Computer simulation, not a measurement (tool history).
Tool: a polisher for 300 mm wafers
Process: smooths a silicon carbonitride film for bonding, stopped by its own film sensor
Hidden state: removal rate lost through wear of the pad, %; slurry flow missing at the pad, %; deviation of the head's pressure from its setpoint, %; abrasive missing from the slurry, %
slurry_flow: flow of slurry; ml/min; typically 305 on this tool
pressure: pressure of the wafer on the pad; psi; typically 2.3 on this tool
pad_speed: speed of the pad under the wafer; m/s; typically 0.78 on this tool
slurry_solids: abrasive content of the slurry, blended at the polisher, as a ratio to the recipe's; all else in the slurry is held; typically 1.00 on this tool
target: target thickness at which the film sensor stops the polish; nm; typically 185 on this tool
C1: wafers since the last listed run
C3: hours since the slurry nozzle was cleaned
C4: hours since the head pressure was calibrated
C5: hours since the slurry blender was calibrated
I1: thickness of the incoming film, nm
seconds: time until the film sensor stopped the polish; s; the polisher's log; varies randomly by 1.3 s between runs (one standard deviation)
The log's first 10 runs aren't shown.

At hour 156.3: slurry blender recalibrated.
Run 11, hour 166.4: usual settings; C1 141; wafers polished on this pad 1198; C3 227.6; C4 42.1; C5 10.1; I1 207.0. Result: seconds 70.1 s.
At hour 173.9: worn pad replaced by a new one.
Run 12, hour 179.1: usual settings but slurry_solids 0.85; C1 105; wafers polished on this pad 62; C3 240.3; C4 54.8; C5 22.8; I1 209.6. Result: seconds 85.6 s.
Run 13, hour 185.7: usual settings but pad_speed 0.58 m/s, slurry_solids 1.30; C1 79; wafers polished on this pad 142; C3 246.9; C4 61.4; C5 29.4; I1 210.0. Result: seconds 93.5 s.
Run 14, hour 196.8: usual settings; C1 134; wafers polished on this pad 277; C3 258.0; C4 72.5; C5 40.5; I1 206.9. Result: seconds 71.6 s.
At hour 210.3: head pressure recalibrated, repeated, since the last time left the tool worse.
Run 15, hour 210.8: usual settings; C1 145; wafers polished on this pad 422; C3 272.0; C4 0.5; C5 54.5; I1 209.7. Result: seconds 87.0 s.
Run 16, hour 219.0: usual settings but pressure 1.6 psi, pad_speed 0.62 m/s, target 177 nm; C1 99; wafers polished on this pad 521; C3 280.2; C4 8.7; C5 62.7; I1 205.8. Result: seconds 170.6 s.
Run 17, hour 232.6: usual settings but pad_speed 0.70 m/s, slurry_solids 0.80; C1 164; wafers polished on this pad 686; C3 293.8; C4 22.3; C5 76.3; I1 212.2. Result: seconds 115.2 s.
Run 18, hour 244.0: usual settings but slurry_flow 395 ml/min, pressure 1.8 psi, slurry_solids 0.85, target 188 nm; C1 138; wafers polished on this pad 824; C3 305.2; C4 33.7; C5 87.7; I1 210.3. Result: seconds 106.4 s.
Run 19, hour 252.9: usual settings but slurry_flow 205 ml/min, pressure 3.0 psi; C1 107; wafers polished on this pad 932; C3 314.1; C4 42.6; C5 96.6; I1 210.2. Result: seconds 75.2 s.
Run 20, hour 260.4: usual settings but slurry_flow 350 ml/min, pressure 2.7 psi, slurry_solids 1.25, target 178 nm; C1 90; wafers polished on this pad 1022; C3 321.6; C4 50.1; C5 104.1; I1 208.0. Result: seconds 86.8 s.
Run 21, hour 270.6: usual settings; C1 123; wafers polished on this pad 1146; C3 331.8; C4 60.3; C5 114.3; I1 212.4. Result: seconds 100.4 s.
At hour 278.6: worn pad replaced by a new one.
Run 22, hour 284.4: usual settings but pressure 2.7 psi, target 176 nm; C1 118; wafers polished on this pad 70; C3 345.6; C4 74.1; C5 128.1; I1 209.3. Result: seconds 107.4 s.
At hour 286.1: slurry nozzle cleaned.
Run 23, hour 328.1: usual settings but pressure 1.9 psi, slurry_solids 1.15; C1 516; wafers polished on this pad 587; C3 42.0; C4 117.8; C5 171.8; I1 212.0. Result: seconds 110.0 s.
Run 24, hour 337.8: usual settings but pressure 2.6 psi; C1 117; wafers polished on this pad 704; C3 51.7; C4 127.5; C5 181.5; I1 208.1. Result: seconds 77.0 s.
Run 25, hour 351.0: usual settings but slurry_flow 240 ml/min, pad_speed 0.62 m/s; C1 159; wafers polished on this pad 864; C3 64.9; C4 140.7; C5 194.7; I1 212.5. Result: seconds 126.3 s.
Run 26, hour 366.0: usual settings but slurry_flow 370 ml/min, pressure 1.7 psi; C1 181; wafers polished on this pad 1045; C3 79.9; C4 155.7; C5 209.7; I1 210.2. Result: seconds 121.9 s.
At hour 377.7: worn pad replaced by a new one.
Run 27, hour 378.2: usual settings but pressure 1.5 psi, slurry_solids 1.30; C1 99; wafers polished on this pad 6; C3 92.1; C4 167.9; C5 221.9; I1 211.1. Result: seconds 129.9 s.
Run 28, hour 388.7: usual settings but slurry_flow 265 ml/min; C1 127; wafers polished on this pad 133; C3 102.6; C4 178.4; C5 232.4; I1 206.9. Result: seconds 85.4 s.
Run 29, hour 396.6: usual settings but pad_speed 0.62 m/s, slurry_solids 0.70, target 187 nm; C1 95; wafers polished on this pad 229; C3 110.5; C4 186.3; C5 240.3; I1 207.2. Result: seconds 105.0 s.
Run 30, hour 411.4: usual settings but slurry_flow 265 ml/min, pressure 1.9 psi; C1 179; wafers polished on this pad 408; C3 125.3; C4 201.1; C5 255.1; I1 208.9. Result: seconds 108.5 s.
Run 31, hour 425.4: usual settings but slurry_solids 0.85; C1 169; wafers polished on this pad 578; C3 139.3; C4 215.1; C5 269.1; I1 207.5. Result: seconds 91.0 s.

Here are 3 independent what-if runs from the current tool condition. What would each one return?
Run A, hour 425.9: usual settings but target 181 nm; C1 6; wafers polished on this pad 584; C3 139.8; C4 215.6; C5 269.6; I1 205.7. Result: seconds ?.
Run B, hour 425.9: usual settings but slurry_flow 270 ml/min, pad_speed 0.90 m/s; C1 6; wafers polished on this pad 584; C3 139.8; C4 215.6; C5 269.6; I1 205.7. Result: seconds ?.
Run C, hour 425.9: usual settings but slurry_flow 215 ml/min, pressure 1.5 psi, target 189 nm; C1 6; wafers polished on this pad 584; C3 139.8; C4 215.6; C5 269.6; I1 205.7. Result: seconds ?.

run  seconds
  A     91.9
  B     69.6
  C     94.3
With the hidden condition removed and each run's random variation left untouched, the same runs would have given:
run  seconds
  A     87.8
  B     66.5
  C     90.0
